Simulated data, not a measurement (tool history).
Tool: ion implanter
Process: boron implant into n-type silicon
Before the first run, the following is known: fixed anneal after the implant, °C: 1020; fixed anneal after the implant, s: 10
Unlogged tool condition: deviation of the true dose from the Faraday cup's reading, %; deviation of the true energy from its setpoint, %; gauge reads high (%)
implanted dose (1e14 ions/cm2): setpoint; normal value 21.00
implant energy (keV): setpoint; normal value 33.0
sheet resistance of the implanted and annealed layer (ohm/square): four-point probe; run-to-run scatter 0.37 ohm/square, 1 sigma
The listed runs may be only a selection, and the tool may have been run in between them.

run     day  implanted dose (1e14 ions/cm2)  implant energy (keV)  wafers since the last listed run  hours since the last dose calibration  hours since the extraction supply was calibrated  hours since the gauge calibration  read-back reference wafer on the same gauge, sheet resistance  sheet resistance of the implanted and annealed layer (ohm/square)
  1   0.000                           21.00                  33.0                                 0                                  937.7                                            5659.7                               67.7                                                          74.31                                                              66.03
  2   0.400                           21.00                  33.0                                83                                  947.3                                            5669.3                               77.3                                                          74.33                                                              65.88
  3   0.675                           21.00                  33.0                                57                                  953.9                                            5675.9                               83.9                                                          74.31                                                              65.56
  4   1.162                           25.50                  41.5                               101                                  965.6                                            5687.6                               95.6                                                          74.22                                                              55.59
  5   1.767                           21.00                  33.0                               126                                  980.1                                            5702.1                              110.1                                                          74.29                                                              65.19
  6   2.146                           21.00                  33.0                                79                                  989.2                                            5711.2                              119.2                                                          74.27                                                              65.93
  7   2.425                           21.00                  33.0                                58                                  995.9                                            5717.9                              125.9                                                          74.35                                                              65.54
  8   3.621                           21.00                  33.0                               249                                 1024.6                                            5746.6                              154.6                                                          74.37                                                              64.77
  9   4.146                           21.00                  33.0                               109                                 1037.2                                            5759.2                              167.2                                                          74.37                                                              65.40
 10   4.617                           21.00                  33.0                                98                                 1048.5                                            5770.5                              178.5                                                          74.24                                                              65.50
 11   5.292                           21.00                  33.0                               140                                 1064.7                                            5786.7                              194.7                                                          74.29                                                              65.68
 12   5.788                           21.00                  33.0                               103                                 1076.6                                            5798.6                              206.6                                                          74.46                                                              65.06
 13   6.383                           21.00                  33.0                               124                                 1090.9                                            5812.9                              220.9                                                          74.22                                                              65.93
 14   6.783                           21.00                  33.0                                83                                 1100.5                                            5822.5                              230.5                                                          74.23                                                              65.74
 15   7.400                           21.00                  33.0                               128                                 1115.3                                            5837.3                              245.3                                                          74.34                                                              66.05
      9.933  -- Faraday cup replaced and dose calibrated
 16   9.954                           21.00                  41.5                               463                                    0.5                                            5898.6                              306.6                                                          74.36                                                              62.89
 17  10.071                           21.00                  41.5                                24                                    3.3                                            5901.4                              309.4                                                          74.20                                                              63.08
 18  10.717                           21.00                  33.0                               134                                   18.8                                            5916.9                              324.9                                                          74.35                                                              65.65
     11.533  -- extraction supply calibrated
 19  11.554                           24.62                  37.0                               105                                   38.9                                               0.5                              345.0                                                          74.25                                                              57.91
 20  12.183                           21.00                  33.0                               131                                   54.0                                              15.6                              360.1                                                          74.31                                                              65.33
 21  12.879                           19.17                  33.0                               145                                   70.7                                              32.3                              376.8                                                          74.29                                                              69.16
 22  13.204                           21.00                  38.5                                67                                   78.5                                              40.1                              384.6                                                          74.28                                                              63.81
 23  13.938                           21.00                  33.0                               152                                   96.1                                              57.7                              402.2                                                          74.34                                                              65.44
     14.562  -- gauge calibrated
 24  14.592                           25.03                  29.5                               136                                  111.8                                              73.4                                0.7                                                          74.38                                                              60.32
 25  15.492                           21.00                  33.0                               187                                  133.4                                              95.0                               22.3                                                          74.25                                                              65.91
 26  15.983                           17.69                  30.0                               102                                  145.2                                             106.8                               34.1                                                          74.33                                                              75.30
 27  16.600                           25.63                  25.0                               128                                  160.0                                             121.6                               48.9                                                          74.37                                                              62.20
 28  17.104                           21.00                  36.0                               105                                  172.1                                             133.7                               61.0                                                          74.27                                                              64.15

What will run 29 give?
 29  17.354                           21.00                  33.0                                52                                  178.1                                             139.7                               67.0                                                              ?                                                                  ?

read-back reference wafer on the same gauge, sheet resistance: 74.27
sheet resistance of the implanted and annealed layer (ohm/square): 66.09
With the hidden condition absent and the run-to-run variation left alone, this run would have shown sheet resistance of the implanted and annealed layer (ohm/square) 66.09.
